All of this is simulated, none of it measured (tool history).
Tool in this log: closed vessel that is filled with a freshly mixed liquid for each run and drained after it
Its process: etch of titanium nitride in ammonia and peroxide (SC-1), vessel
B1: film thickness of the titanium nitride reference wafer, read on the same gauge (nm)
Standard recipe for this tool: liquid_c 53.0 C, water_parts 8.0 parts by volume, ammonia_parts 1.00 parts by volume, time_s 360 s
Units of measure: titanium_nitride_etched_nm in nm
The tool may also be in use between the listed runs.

run 1 day=0.000 | liquid_c=53.0 water_parts=8.0 ammonia_parts=1.00 time_s=360 | B1=109.99 | titanium_nitride_etched_nm=35.85
run 2 day=2.833 | liquid_c=53.0 water_parts=8.0 ammonia_parts=1.00 time_s=360 | B1=110.01 | titanium_nitride_etched_nm=35.85
run 3 day=7.617 | liquid_c=53.0 water_parts=8.0 ammonia_parts=1.00 time_s=360 | B1=110.02 | titanium_nitride_etched_nm=35.84
run 4 day=10.508 | liquid_c=53.0 water_parts=8.0 ammonia_parts=1.00 time_s=360 | B1=110.01 | titanium_nitride_etched_nm=35.63
run 5 day=12.162 | liquid_c=53.0 water_parts=8.0 ammonia_parts=1.00 time_s=360 | B1=110.02 | titanium_nitride_etched_nm=36.01
run 6 day=15.092 | liquid_c=53.0 water_parts=8.0 ammonia_parts=1.00 time_s=360 | B1=110.00 | titanium_nitride_etched_nm=36.06
run 7 day=17.062 | liquid_c=53.0 water_parts=10.0 ammonia_parts=1.00 time_s=570 | B1=110.01 | titanium_nitride_etched_nm=51.38
run 8 day=18.912 | liquid_c=53.0 water_parts=8.0 ammonia_parts=1.00 time_s=360 | B1=110.00 | titanium_nitride_etched_nm=35.97
-- day=20.629 ammonia flow meter replaced
run 9 day=20.796 | liquid_c=53.0 water_parts=8.0 ammonia_parts=1.00 time_s=360 | B1=110.04 | titanium_nitride_etched_nm=36.32
run 10 day=23.708 | liquid_c=53.0 water_parts=8.0 ammonia_parts=1.00 time_s=540 | B1=110.03 | titanium_nitride_etched_nm=54.66
-- day=24.458 gauge calibrated
run 11 day=25.404 | liquid_c=53.0 water_parts=8.0 ammonia_parts=1.00 time_s=360 | B1=110.01 | titanium_nitride_etched_nm=36.09
run 12 day=28.221 | liquid_c=53.0 water_parts=8.0 ammonia_parts=1.00 time_s=150 | B1=109.99 | titanium_nitride_etched_nm=15.05
run 13 day=29.900 | liquid_c=53.0 water_parts=8.0 ammonia_parts=0.70 time_s=360 | B1=110.05 | titanium_nitride_etched_nm=34.34
run 14 day=31.600 | liquid_c=49.0 water_parts=8.0 ammonia_parts=1.00 time_s=360 | B1=109.98 | titanium_nitride_etched_nm=27.60
-- day=32.829 new drum of ammonia solution connected
run 15 day=34.050 | liquid_c=60.5 water_parts=8.0 ammonia_parts=0.70 time_s=360 | B1=110.00 | titanium_nitride_etched_nm=56.88
run 16 day=35.725 | liquid_c=53.0 water_parts=7.0 ammonia_parts=0.55 time_s=220 | B1=110.02 | titanium_nitride_etched_nm=21.57
run 17 day=38.717 | liquid_c=53.0 water_parts=7.0 ammonia_parts=1.00 time_s=360 | B1=110.01 | titanium_nitride_etched_nm=39.01
-- day=39.629 thermometer replaced
run 18 day=40.154 | liquid_c=53.0 water_parts=8.0 ammonia_parts=0.60 time_s=360 | B1=109.98 | titanium_nitride_etched_nm=32.52
run 19 day=41.417 | liquid_c=53.0 water_parts=6.0 ammonia_parts=1.00 time_s=360 | B1=110.00 | titanium_nitride_etched_nm=40.13
run 20 day=43.738 | liquid_c=53.0 water_parts=8.0 ammonia_parts=1.00 time_s=360 | B1=110.00 | titanium_nitride_etched_nm=35.22
run 21 day=46.333 | liquid_c=53.0 water_parts=11.0 ammonia_parts=0.80 time_s=360 | B1=110.02 | titanium_nitride_etched_nm=28.81
run 22 day=48.383 | liquid_c=53.0 water_parts=8.0 ammonia_parts=1.00 time_s=360 | B1=110.02 | titanium_nitride_etched_nm=35.33
run 23 day=51.308 | liquid_c=53.0 water_parts=11.0 ammonia_parts=1.00 time_s=360 | B1=110.01 | titanium_nitride_etched_nm=29.86
run 24 day=54.300 | liquid_c=53.0 water_parts=8.0 ammonia_parts=1.00 time_s=360 | B1=109.98 | titanium_nitride_etched_nm=35.08

What will run 25 give?
run 25 day=57.138 | liquid_c=59.5 water_parts=5.5 ammonia_parts=1.00 time_s=360 | B1=? | titanium_nitride_etched_nm=?

{"run 25": {"B1": 109.99, "titanium_nitride_etched_nm": 64.34}}
On a tool with no hidden condition, and with the same random variation, this run would have come out at titanium_nitride_etched_nm 63.67 nm.
